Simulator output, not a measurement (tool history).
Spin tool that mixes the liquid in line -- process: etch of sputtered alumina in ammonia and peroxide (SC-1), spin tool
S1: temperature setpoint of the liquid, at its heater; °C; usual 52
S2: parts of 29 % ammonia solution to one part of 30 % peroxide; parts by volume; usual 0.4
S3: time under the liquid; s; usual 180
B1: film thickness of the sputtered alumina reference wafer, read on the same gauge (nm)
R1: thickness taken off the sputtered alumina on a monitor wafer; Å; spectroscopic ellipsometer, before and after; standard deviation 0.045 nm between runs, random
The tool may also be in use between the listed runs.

Run 1, hour 0: usual settings but S3 205 s; B1 149.99. Result: R1 83.7 Å.
At hour 7.7: new drum of ammonia solution connected.
Run 2, hour 96.6: usual settings but S3 205 s; B1 150. Result: R1 83.7 Å.
Run 3, hour 180.4: usual settings but S3 205 s; B1 149.99. Result: R1 82.1 Å.
Run 4, hour 250: usual settings; B1 149.99. Result: R1 72.4 Å.
Run 5, hour 350.4: usual settings; B1 150. Result: R1 72.5 Å.
Run 6, hour 455.5: usual settings but S2 0.5 parts by volume, S3 115 s; B1 150.02. Result: R1 46.9 Å.
Run 7, hour 562.2: usual settings but S2 0.5 parts by volume, S3 115 s; B1 150. Result: R1 46.5 Å.
At hour 564.5: ammonia flow meter replaced.
At hour 609.8: gauge calibrated.
Run 8, hour 613.9: usual settings but S2 0.5 parts by volume, S3 115 s; B1 149.99. Result: R1 46.3 Å.
Run 9, hour 690.9: usual settings; B1 150.01. Result: R1 70.9 Å.
At hour 708.9: thermometer replaced.
Run 10, hour 772.9: usual settings; B1 150. Result: R1 70.5 Å.
Run 11, hour 854.3: usual settings; B1 150.01. Result: R1 70.5 Å.
Run 12, hour 897.1: usual settings; B1 149.99. Result: R1 70.3 Å.
Run 13, hour 995.2: usual settings but S1 60.5 °C; B1 150.01. Result: R1 111 Å.
At hour 1017.4: new drum of ammonia solution connected.
Run 14, hour 1096.9: usual settings but S1 43.5 °C, S2 0.25 parts by volume; B1 150. Result: R1 41.4 Å.
Run 15, hour 1175.4: usual settings but S2 0.3 parts by volume; B1 149.99. Result: R1 67.1 Å.
Run 16, hour 1226: usual settings but S1 48 °C, S2 0.5 parts by volume, S3 265 s; B1 150.01. Result: R1 83.1 Å.
At hour 1298.7: heated supply line repaired.
Run 17, hour 1329.1: usual settings; B1 150.01. Result: R1 74.1 Å.
Run 18, hour 1365.7: usual settings but S3 265 s; B1 150. Result: R1 108 Å.
Run 19, hour 1421: usual settings but S1 57.5 °C, S3 125 s; B1 150.02. Result: R1 68.9 Å.
At hour 1483.3: ammonia flow meter replaced.
Run 20, hour 1512.4: usual settings but S1 58.5 °C, S2 0.55 parts by volume, S3 140 s; B1 150. Result: R1 83.3 Å.
Run 21, hour 1605: usual settings but S1 43 °C, S2 0.35 parts by volume; B1 149.98. Result: R1 43.7 Å.
Run 22, hour 1647.7: usual settings; B1 150. Result: R1 72.9 Å.

Here are 3 independent what-if runs from the current tool condition. What would each one return?
Run A, hour 1648.2: usual settings; B1 ?. Result: R1 ?.
Run B, hour 1648.2: usual settings but S1 42 °C, S2 0.6 parts by volume, S3 145 s; B1 ?. Result: R1 ?.
Run C, hour 1648.2: usual settings but S1 61.5 °C, S2 0.5 parts by volume, S3 270 s; B1 ?. Result: R1 ?.

run   B1     R1
  A  150   72.9
  B  150   34.7
  C  150  184.2
With the hidden condition removed and each run's random variation left untouched, the same runs would have given:
run     R1
  A   74.5
  B   35.6
  C  188.1

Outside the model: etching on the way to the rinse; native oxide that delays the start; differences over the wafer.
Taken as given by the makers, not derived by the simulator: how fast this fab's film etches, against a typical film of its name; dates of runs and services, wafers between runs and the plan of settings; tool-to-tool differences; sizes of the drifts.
